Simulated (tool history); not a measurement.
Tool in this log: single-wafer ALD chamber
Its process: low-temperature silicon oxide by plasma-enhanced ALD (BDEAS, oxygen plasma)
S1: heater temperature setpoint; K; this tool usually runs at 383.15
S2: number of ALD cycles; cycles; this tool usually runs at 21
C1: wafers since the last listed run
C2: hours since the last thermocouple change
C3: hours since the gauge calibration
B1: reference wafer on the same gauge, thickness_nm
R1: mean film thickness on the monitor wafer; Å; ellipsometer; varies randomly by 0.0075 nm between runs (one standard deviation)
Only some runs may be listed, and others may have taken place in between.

Run 1, hour 0: usual settings; C1 0; C2 1220.3; C3 4.3; B1 3.153. Result: R1 30.12 Å.
Run 2, hour 29.5: usual settings; C1 415; C2 1249.8; C3 33.8; B1 3.156. Result: R1 29.95 Å.
Run 3, hour 54.3: usual settings; C1 349; C2 1274.6; C3 58.6; B1 3.154. Result: R1 29.98 Å.
Run 4, hour 84.6: usual settings but S2 22 cycles; C1 426; C2 1304.9; C3 88.9; B1 3.158. Result: R1 31.51 Å.
Run 5, hour 102.6: usual settings but S1 378.15 K; C1 253; C2 1322.9; C3 106.9; B1 3.153. Result: R1 30.4 Å.
Run 6, hour 137.4: usual settings but S1 378.15 K; C1 489; C2 1357.7; C3 141.7; B1 3.159. Result: R1 30.41 Å.
Run 7, hour 161.7: usual settings but S1 378.15 K; C1 342; C2 1382; C3 166; B1 3.158. Result: R1 30.29 Å.
Run 8, hour 184.3: usual settings; C1 318; C2 1404.6; C3 188.6; B1 3.16. Result: R1 30.09 Å.
Run 9, hour 277.8: usual settings; C1 1316; C2 1498.1; C3 282.1; B1 3.162. Result: R1 30.17 Å.
Run 10, hour 309.8: usual settings; C1 450; C2 1530.1; C3 314.1; B1 3.167. Result: R1 30.14 Å.
Run 11, hour 337.7: usual settings; C1 392; C2 1558; C3 342; B1 3.164. Result: R1 30.06 Å.
Run 12, hour 367.8: usual settings but S1 391.15 K; C1 423; C2 1588.1; C3 372.1; B1 3.167. Result: R1 29.54 Å.
Run 13, hour 398.1: usual settings but S1 390.15 K; C1 426; C2 1618.4; C3 402.4; B1 3.169. Result: R1 29.55 Å.
Run 14, hour 412.6: usual settings but S1 390.15 K; C1 204; C2 1632.9; C3 416.9; B1 3.171. Result: R1 29.61 Å.
Run 15, hour 431.1: usual settings; C1 260; C2 1651.4; C3 435.4; B1 3.168. Result: R1 30.19 Å.
Run 16, hour 463.8: usual settings; C1 460; C2 1684.1; C3 468.1; B1 3.175. Result: R1 30.12 Å.
Run 17, hour 529: usual settings; C1 917; C2 1749.3; C3 533.3; B1 3.176. Result: R1 30.22 Å.
Run 18, hour 547.9: usual settings but S1 378.15 K; C1 266; C2 1768.2; C3 552.2; B1 3.176. Result: R1 30.44 Å.
Run 19, hour 562.7: usual settings but S2 23 cycles; C1 208; C2 1783; C3 567; B1 3.176. Result: R1 32.89 Å.
Run 20, hour 585.2: usual settings but S1 378.15 K; C1 316; C2 1805.5; C3 589.5; B1 3.176. Result: R1 30.48 Å.
Run 21, hour 604: usual settings; C1 264; C2 1824.3; C3 608.3; B1 3.178. Result: R1 30.13 Å.
Run 22, hour 634.3: usual settings but S1 372.15 K, S2 19 cycles; C1 426; C2 1854.6; C3 638.6; B1 3.179. Result: R1 27.95 Å.
Run 23, hour 656.4: usual settings but S1 393.15 K, S2 25 cycles; C1 311; C2 1876.7; C3 660.7; B1 3.179. Result: R1 35.35 Å.
Run 24, hour 683.2: usual settings but S1 393.15 K, S2 23 cycles; C1 377; C2 1903.5; C3 687.5; B1 3.182. Result: R1 32.47 Å.
Run 25, hour 696.2: usual settings; C1 183; C2 1916.5; C3 700.5; B1 3.181. Result: R1 30.15 Å.
At hour 717.1: thermocouple changed; heater temperature recalibrated.
Run 26, hour 721.7: usual settings but S1 393.15 K, S2 17 cycles; C1 246; C2 4.6; C3 726; B1 3.184. Result: R1 24.1 Å.
Run 27, hour 745.9: usual settings but S2 19 cycles; C1 340; C2 28.8; C3 750.2; B1 3.182. Result: R1 27.48 Å.
At hour 764.2: gauge calibrated.
Run 28, hour 840.6: usual settings but S2 24 cycles; C1 1333; C2 123.5; C3 76.4; B1 3.152. Result: R1 34.27 Å.
Run 29, hour 870.6: usual settings but S1 396.15 K; C1 422; C2 153.5; C3 106.4; B1 3.149. Result: R1 29.16 Å.
Run 30, hour 884.9: usual settings but S1 375.15 K, S2 25 cycles; C1 201; C2 167.8; C3 120.7; B1 3.154. Result: R1 36.32 Å.
Run 31, hour 904: usual settings but S1 388.15 K; C1 268; C2 186.9; C3 139.8; B1 3.153. Result: R1 29.59 Å.
Run 32, hour 938.4: usual settings; C1 484; C2 221.3; C3 174.2; B1 3.151. Result: R1 30.05 Å.
Run 33, hour 956.9: usual settings but S1 373.15 K, S2 17 cycles; C1 260; C2 239.8; C3 192.7; B1 3.157. Result: R1 24.86 Å.
Run 34, hour 987.6: usual settings but S1 393.15 K, S2 20 cycles; C1 432; C2 270.5; C3 223.4; B1 3.157. Result: R1 28.04 Å.

Hidden state, per run?
wafer temperature above the value expected at the setpoint (K): 0, the same for each run
H1: gauge reads high (%)
run      H1
  1  0.0642
  2   0.103
  3   0.136
  4   0.176
  5     0.2
  6   0.247
  7   0.279
  8   0.309
  9   0.433
 10   0.475
 11   0.512
 12   0.552
 13   0.593
 14   0.612
 15   0.636
 16    0.68
 17   0.766
 18   0.791
 19   0.811
 20   0.841
 21   0.866
 22   0.906
 23   0.935
 24   0.971
 25   0.988
 26    1.02
 27    1.05
 28  0.0287
 29  0.0685
 30  0.0875
 31   0.113
 32   0.159
 33   0.183
 34   0.224
